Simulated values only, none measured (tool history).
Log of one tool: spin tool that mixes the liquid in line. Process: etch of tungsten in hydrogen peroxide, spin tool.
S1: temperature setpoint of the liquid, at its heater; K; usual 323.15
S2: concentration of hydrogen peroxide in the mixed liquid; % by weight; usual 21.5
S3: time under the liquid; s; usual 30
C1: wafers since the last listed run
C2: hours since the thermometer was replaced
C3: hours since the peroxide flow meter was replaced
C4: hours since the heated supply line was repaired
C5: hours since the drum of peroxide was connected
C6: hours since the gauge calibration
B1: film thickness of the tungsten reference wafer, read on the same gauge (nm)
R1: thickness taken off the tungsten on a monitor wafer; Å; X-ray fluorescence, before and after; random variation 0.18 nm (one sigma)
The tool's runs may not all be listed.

run 1 hour=0 | S1=323.15 S2=21.5 S3=30 | C1=0 C2=1755.2 C3=907.7 C4=1104.2 C5=586.8 C6=137 | B1=90.01 | R1=220.2
run 2 hour=34.4 | S1=323.15 S2=21.5 S3=30 | C1=508 C2=1789.6 C3=942.1 C4=1138.6 C5=621.2 C6=171.4 | B1=89.99 | R1=221.2
run 3 hour=51.9 | S1=323.15 S2=21.5 S3=30 | C1=258 C2=1807.1 C3=959.6 C4=1156.1 C5=638.7 C6=188.9 | B1=90 | R1=218.9
run 4 hour=67.5 | S1=323.15 S2=21.5 S3=30 | C1=230 C2=1822.7 C3=975.2 C4=1171.7 C5=654.3 C6=204.5 | B1=89.99 | R1=219.2
run 5 hour=131.8 | S1=323.15 S2=21.5 S3=30 | C1=950 C2=1887 C3=1039.5 C4=1236 C5=718.6 C6=268.8 | B1=89.98 | R1=215.5
run 6 hour=164.9 | S1=323.15 S2=21.5 S3=30 | C1=489 C2=1920.1 C3=1072.6 C4=1269.1 C5=751.7 C6=301.9 | B1=89.96 | R1=215.6
run 7 hour=180.3 | S1=326.15 S2=17 S3=30 | C1=227 C2=1935.5 C3=1088 C4=1284.5 C5=767.1 C6=317.3 | B1=90.01 | R1=231.4
run 8 hour=204.7 | S1=326.15 S2=17 S3=30 | C1=360 C2=1959.9 C3=1112.4 C4=1308.9 C5=791.5 C6=341.7 | B1=89.99 | R1=231.9
-- hour=240.4 new drum of peroxide connected
run 9 hour=240.9 | S1=323.15 S2=21.5 S3=30 | C1=520 C2=1996.1 C3=1148.6 C4=1345.1 C5=0.5 C6=377.9 | B1=90.01 | R1=212.5
-- hour=249.6 gauge calibrated
run 10 hour=256.4 | S1=330.65 S2=24 S3=30 | C1=229 C2=2011.6 C3=1164.1 C4=1360.6 C5=16 C6=6.8 | B1=89.97 | R1=359.1
-- hour=264.7 peroxide flow meter replaced
run 11 hour=271.8 | S1=323.15 S2=21.5 S3=15 | C1=212 C2=2027 C3=7.1 C4=1376 C5=31.4 C6=22.2 | B1=89.98 | R1=106.7
-- hour=279.4 heated supply line repaired
run 12 hour=306.8 | S1=323.15 S2=21.5 S3=40 | C1=502 C2=2062 C3=42.1 C4=27.4 C5=66.4 C6=57.2 | B1=90 | R1=347
run 13 hour=327.3 | S1=323.15 S2=17 S3=30 | C1=303 C2=2082.5 C3=62.6 C4=47.9 C5=86.9 C6=77.7 | B1=90.03 | R1=232.6
run 14 hour=358.5 | S1=323.15 S2=24.5 S3=30 | C1=461 C2=2113.7 C3=93.8 C4=79.1 C5=118.1 C6=108.9 | B1=90.01 | R1=276.4
-- hour=366.9 thermometer replaced
run 15 hour=390.7 | S1=319.15 S2=17.5 S3=45 | C1=461 C2=23.8 C3=126 C4=111.3 C5=150.3 C6=141.1 | B1=90 | R1=275.2
run 16 hour=419.6 | S1=323.15 S2=21.5 S3=30 | C1=427 C2=52.7 C3=154.9 C4=140.2 C5=179.2 C6=170 | B1=89.99 | R1=258.9
run 17 hour=448.7 | S1=323.15 S2=15.5 S3=30 | C1=430 C2=81.8 C3=184 C4=169.3 C5=208.3 C6=199.1 | B1=90.01 | R1=218.1
run 18 hour=464 | S1=323.15 S2=19 S3=45 | C1=226 C2=97.1 C3=199.3 C4=184.6 C5=223.6 C6=214.4 | B1=90 | R1=359.5

Measured less the same run without the tool's hidden state. The same run-to-run variation is in both; the gauge's scatter may not be:
The hidden state here: liquid hotter than its thermometer reads (K); peroxide flow below the setpoint (%); temperature lost on the way to the wafer (K); peroxide weaker than its label (%); gauge reads high (%).
run=1 R1=-42.6
run=2 R1=-44.2
run=3 R1=-44.3
run=4 R1=-45.1
run=5 R1=-46.8
run=6 R1=-48.2
run=7 R1=-51.3
run=8 R1=-52.4
run=9 R1=-50.4
run=10 R1=-82.1
run=11 R1=-26
run=12 R1=-4.1
run=13 R1=-3.5
run=14 R1=-5.3
run=15 R1=-6.8
run=16 R1=-7.4
run=17 R1=-7.2
run=18 R1=-12.8

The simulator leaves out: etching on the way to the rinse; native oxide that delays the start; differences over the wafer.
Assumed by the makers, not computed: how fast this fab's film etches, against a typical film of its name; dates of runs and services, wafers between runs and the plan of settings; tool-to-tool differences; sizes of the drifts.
